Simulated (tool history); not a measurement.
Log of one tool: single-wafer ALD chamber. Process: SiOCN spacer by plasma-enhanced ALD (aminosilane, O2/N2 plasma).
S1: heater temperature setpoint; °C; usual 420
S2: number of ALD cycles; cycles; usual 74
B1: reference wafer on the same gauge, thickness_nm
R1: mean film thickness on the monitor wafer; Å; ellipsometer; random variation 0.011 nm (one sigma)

run     day   S1  S2     B1     R1
  1       0  420  64   3.58  36.54
  2   0.767  430  74   3.58  40.87
  3   2.142  430  74  3.584  40.79
  4    3.45  420  74  3.585  42.33
  5   6.829  420  74  3.593  42.47
  6   8.129  413  74  3.594  43.39
  7   8.692  413  74  3.592  43.59
  8  10.046  420  74  3.597  42.42
  9  11.367  420  74  3.605  42.86
 10  12.358  420  74  3.605  42.74
 11  13.217  431  66  3.609  36.78
 12    14.3  431  66  3.613  36.68
 13  15.158  420  74  3.614  42.83
 14  16.317  420  74  3.621  42.93
 15   17.15  420  70  3.626   40.6
 16  18.162  420  70  3.628   40.6
 17  19.121  420  70  3.637  40.74
 18  20.525  420  74  3.637  43.04
     20.683  -- gauge calibrated
 19  21.946  420  74  3.586  42.26
 20  22.929  420  74  3.588  42.23
 21  24.421  420  78  3.585  44.78
     25.333  -- thermocouple changed; heater temperature recalibrated
 22  25.354  432  63  3.592  34.66
 23  26.454  416  74  3.592  42.89
 24  27.188  420  74  3.594  42.52
 25  28.475  413  78   3.59   45.7
 26  29.008  405  88  3.595  53.25
 27  29.996  407  74  3.599  44.41
 28  31.454  420  86  3.599   49.6
 29  32.517  414  74  3.601  43.49
 30  33.796  434  63  3.603  34.45
 31  34.683  434  74   3.61  40.63
 32  35.588  420  74   3.61  42.54
 33   38.15  433  63  3.617  34.66
 34  39.288  433  83   3.62  45.77
 35  40.375  430  66  3.626   36.9
 36  41.158  420  74  3.628  42.92
 37  42.229  420  74  3.635  42.88

Hidden state or all else? Some run-to-run changes of R1, split into what the settings, what came in and random variation would give without the hidden state, and what is left for the hidden state (with any gauge scatter that isn't in both results):
The hidden state here: wafer temperature above the value expected at the setpoint (K); gauge reads high (%).
Run 17 -> 18: S2 70 -> 74. R1 +2.3 Å: hidden state +0.11, all else +2.19.
Run 18 -> 19: gauge calibrated. R1 -0.78 Å: hidden state -0.64, all else -0.14.
Run 21 -> 22: S1 420 -> 432, S2 78 -> 63, thermocouple changed; heater temperature recalibrated. R1 -10.12 Å: hidden state +0.01, all else -10.13.
Run 29 -> 30: S1 414 -> 434, S2 74 -> 63. R1 -9.04 Å: hidden state -0.01, all else -9.03.
Run 33 -> 34: S2 63 -> 83. R1 +11.11 Å: hidden state +0.13, all else +10.98.
